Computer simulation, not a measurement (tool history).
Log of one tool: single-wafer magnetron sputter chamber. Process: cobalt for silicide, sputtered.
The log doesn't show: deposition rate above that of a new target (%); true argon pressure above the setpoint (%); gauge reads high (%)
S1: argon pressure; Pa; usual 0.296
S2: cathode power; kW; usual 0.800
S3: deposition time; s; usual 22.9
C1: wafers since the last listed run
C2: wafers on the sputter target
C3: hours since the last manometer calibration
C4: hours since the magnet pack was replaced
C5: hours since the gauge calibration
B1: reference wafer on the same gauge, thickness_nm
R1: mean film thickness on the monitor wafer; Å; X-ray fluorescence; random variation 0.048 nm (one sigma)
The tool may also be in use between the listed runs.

| run | hour | S1 | S2 | S3 | C1 | C2 | C3 | C4 | C5 | B1 | R1 |
|---|---|---|---|---|---|---|---|---|---|---|---|
| 1 | 0.0 | 0.296 | 0.700 | 22.9 | 0 | 2856 | 2478.4 | 9318.7 | 75.0 | 7.327 | 78.55 |
| 2 | 10.7 | 0.296 | 0.700 | 22.9 | 233 | 3089 | 2489.1 | 9329.4 | 85.7 | 7.329 | 79.30 |
| 3 | 27.8 | 0.296 | 0.700 | 22.9 | 373 | 3462 | 2506.2 | 9346.5 | 102.8 | 7.327 | 78.32 |
| 4 | 38.9 | 0.296 | 0.800 | 22.9 | 242 | 3704 | 2517.3 | 9357.6 | 113.9 | 7.314 | 88.00 |
| 5 | 54.8 | 0.296 | 0.800 | 22.9 | 346 | 4051 | 2533.2 | 9373.5 | 129.8 | 7.337 | 86.86 |
| 6 | 61.1 | 0.296 | 0.800 | 22.9 | 137 | 4189 | 2539.5 | 9379.8 | 136.1 | 7.317 | 86.96 |
| 7 | 67.7 | 0.296 | 0.800 | 22.9 | 143 | 4333 | 2546.1 | 9386.4 | 142.7 | 7.335 | 87.23 |
| 8 | 81.5 | 0.296 | 0.800 | 22.9 | 301 | 4634 | 2559.9 | 9400.2 | 156.5 | 7.330 | 86.72 |
|  | 90.0 | capacitance manometer re-zeroed and calibrated |
| 9 | 90.5 | 0.296 | 0.800 | 22.9 | 21 | 4656 | 0.5 | 9409.2 | 165.5 | 7.322 | 85.80 |
| 10 | 105.1 | 0.238 | 0.800 | 21.7 | 318 | 4974 | 15.1 | 9423.8 | 180.1 | 7.337 | 84.11 |
|  | 107.9 | gauge calibrated |
| 11 | 117.8 | 0.296 | 0.850 | 27.0 | 277 | 5251 | 27.8 | 9436.5 | 9.9 | 7.308 | 106.52 |
| 12 | 124.2 | 0.203 | 0.800 | 26.8 | 139 | 5391 | 34.2 | 9442.9 | 16.3 | 7.329 | 104.43 |
|  | 135.3 | sputter target and shields replaced |
| 13 | 138.3 | 0.329 | 0.950 | 27.3 | 133 | 65 | 48.3 | 9457.0 | 30.4 | 7.343 | 121.89 |

Run 14 comes next. What will it give?
| 14 | 176.3 | 0.252 | 0.700 | 18.6 | 829 | 894 | 86.3 | 9495.0 | 68.4 | ? | ? |

B1: 7.321
R1: 66.40 Å
Without the tool's hidden state the same run would have given R1 66.62 Å.

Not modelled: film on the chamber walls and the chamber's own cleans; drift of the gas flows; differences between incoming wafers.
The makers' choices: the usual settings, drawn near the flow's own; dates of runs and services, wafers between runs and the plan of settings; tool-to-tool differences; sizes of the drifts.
